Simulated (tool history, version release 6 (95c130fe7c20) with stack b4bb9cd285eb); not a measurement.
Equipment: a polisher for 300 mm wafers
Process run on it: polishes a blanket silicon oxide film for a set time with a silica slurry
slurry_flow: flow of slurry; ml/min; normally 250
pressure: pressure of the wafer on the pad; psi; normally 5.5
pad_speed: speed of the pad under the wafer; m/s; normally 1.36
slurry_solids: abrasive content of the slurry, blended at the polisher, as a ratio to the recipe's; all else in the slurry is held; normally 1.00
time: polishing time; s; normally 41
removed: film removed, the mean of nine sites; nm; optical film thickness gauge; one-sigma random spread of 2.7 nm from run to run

run   hour  slurry_flow  pressure  pad_speed  slurry_solids  time  wafers since the last listed run  wafers polished on this pad  hours since the slurry nozzle was cleaned  hours since the head pressure was calibrated  hours since the slurry blender was calibrated  hours since the conditioning disc was replaced  incoming thickness of the incoming film, nm  removed
  1    0.0          250       5.1       1.36           1.00    41                                 0                          308                                      418.1                                         239.7                                           90.5                                            23.2                                        919.4    185.4
  2    8.1          250       5.1       1.36           1.00    41                                90                          398                                      426.2                                         247.8                                           98.6                                            31.3                                        926.0    186.2
  3   17.5          250       5.1       1.36           1.00    41                               104                          503                                      435.6                                         257.2                                          108.0                                            40.7                                        919.2    185.6
      44.5  -- worn pad replaced by a new one
      53.1  -- slurry blender recalibrated
  4   59.7          305       5.5       1.36           1.00    41                               402                          146                                      477.8                                         299.4                                            6.6                                            82.9                                        929.6    209.7
  5   68.3          250       5.5       1.36           1.00    41                                95                          242                                      486.4                                         308.0                                           15.2                                            91.5                                        918.6    212.2
  6   75.9          250       5.5       1.36           1.00    41                                84                          326                                      494.0                                         315.6                                           22.8                                            99.1                                        926.8    205.8
  7   85.6          250       5.5       1.36           1.00    41                               107                          434                                      503.7                                         325.3                                           32.5                                           108.8                                        919.3    201.5
  8  100.5          250       5.5       1.36           1.00    41                               165                          600                                      518.6                                         340.2                                           47.4                                           123.7                                        908.5    210.2
  9  108.9          250       5.5       1.36           1.00    41                                93                          693                                      527.0                                         348.6                                           55.8                                           132.1                                        920.6    200.2
     116.6  -- worn pad replaced by a new one
 10  123.9          250       5.5       1.36           1.00    41                               122                           81                                      542.0                                         363.6                                           70.8                                           147.1                                        920.8    203.0
 11  136.7          250       5.5       1.36           1.00    41                               142                          223                                      554.8                                         376.4                                           83.6                                           159.9                                        926.5    199.4
 12  143.8          250       5.5       1.36           1.00    41                                78                          302                                      561.9                                         383.5                                           90.7                                           167.0                                        931.6    196.3
 13  152.7          250       5.5       1.36           1.00    41                                98                          401                                      570.8                                         392.4                                           99.6                                           175.9                                        910.9    202.9
 14  170.5          200       5.5       1.06           1.00    41                               197                          599                                      588.6                                         410.2                                          117.4                                           193.7                                        921.4    154.0
     175.6  -- head pressure recalibrated
     185.8  -- worn pad replaced by a new one
 15  193.6          250       6.6       1.36           1.00    41                               190                           86                                      611.7                                          18.0                                          140.5                                           216.8                                        923.0    229.6
     200.6  -- slurry nozzle cleaned
 16  202.1          250       5.5       1.36           1.00    41                                83                          170                                        1.5                                          26.5                                          149.0                                           225.3                                        917.9    190.0
     212.6  -- slurry blender recalibrated
 17  218.9          195       4.0       1.36           0.75    53                               164                          334                                       18.3                                          43.3                                            6.3                                           242.1                                        934.8    166.9
 18  231.9          250       5.1       1.36           1.00    41                               144                          479                                       31.3                                          56.3                                           19.3                                           255.1                                        912.2    191.9
 19  240.3          250       3.8       1.54           1.20    41                                93                          572                                       39.7                                          64.7                                           27.7                                           263.5                                        921.1    172.6
     255.3  -- conditioning disc replaced and pad reconditioned
     267.3  -- worn pad replaced by a new one
 20  271.9          250       5.5       1.36           1.20    35                               284                           51                                       71.3                                          96.3                                           59.3                                            16.6                                        927.6    186.0
 21  288.0          250       5.5       1.36           1.00    33                               179                          230                                       87.4                                         112.4                                           75.4                                            32.7                                        927.8    161.1
 22  297.1          250       5.5       1.36           1.25    41                               101                          331                                       96.5                                         121.5                                           84.5                                            41.8                                        915.3    221.6
 23  307.0          320       5.5       1.36           1.30    31                               110                          441                                      106.4                                         131.4                                           94.4                                            51.7                                        920.9    172.7
 24  339.6          250       5.5       1.36           1.00    41                               362                          804                                      139.0                                         164.0                                          127.0                                            84.3                                        915.9    194.1

5 ways to go on from here, each from the tool as it stands after run 24. What would each give?
  A  340.0          250       4.4       1.36           1.00    41                                 4                          808                                      139.4                                         164.4                                          127.4                                            84.7                                        920.6        ?
  B  340.0          295       4.6       1.04           1.00    41                                 4                          808                                      139.4                                         164.4                                          127.4                                            84.7                                        920.6        ?
  C  340.0          320       5.0       1.36           1.15    33                                 4                          808                                      139.4                                         164.4                                          127.4                                            84.7                                        920.6        ?
  D  340.0          295       4.8       1.36           1.00    41                                 4                          808                                      139.4                                         164.4                                          127.4                                            84.7                                        920.6        ?
  E  340.0          310       5.5       1.36           1.00    41                                 4                          808                                      139.4                                         164.4                                          127.4                                            84.7                                        920.6        ?

run  removed
  A    158.5
  B    135.6
  C    156.5
  D    174.7
  E    199.0
What these runs would have given with no unlogged condition in the tool:
run  removed
  A    169.1
  B    144.6
  C    166.2
  D    186.3
  E    212.2
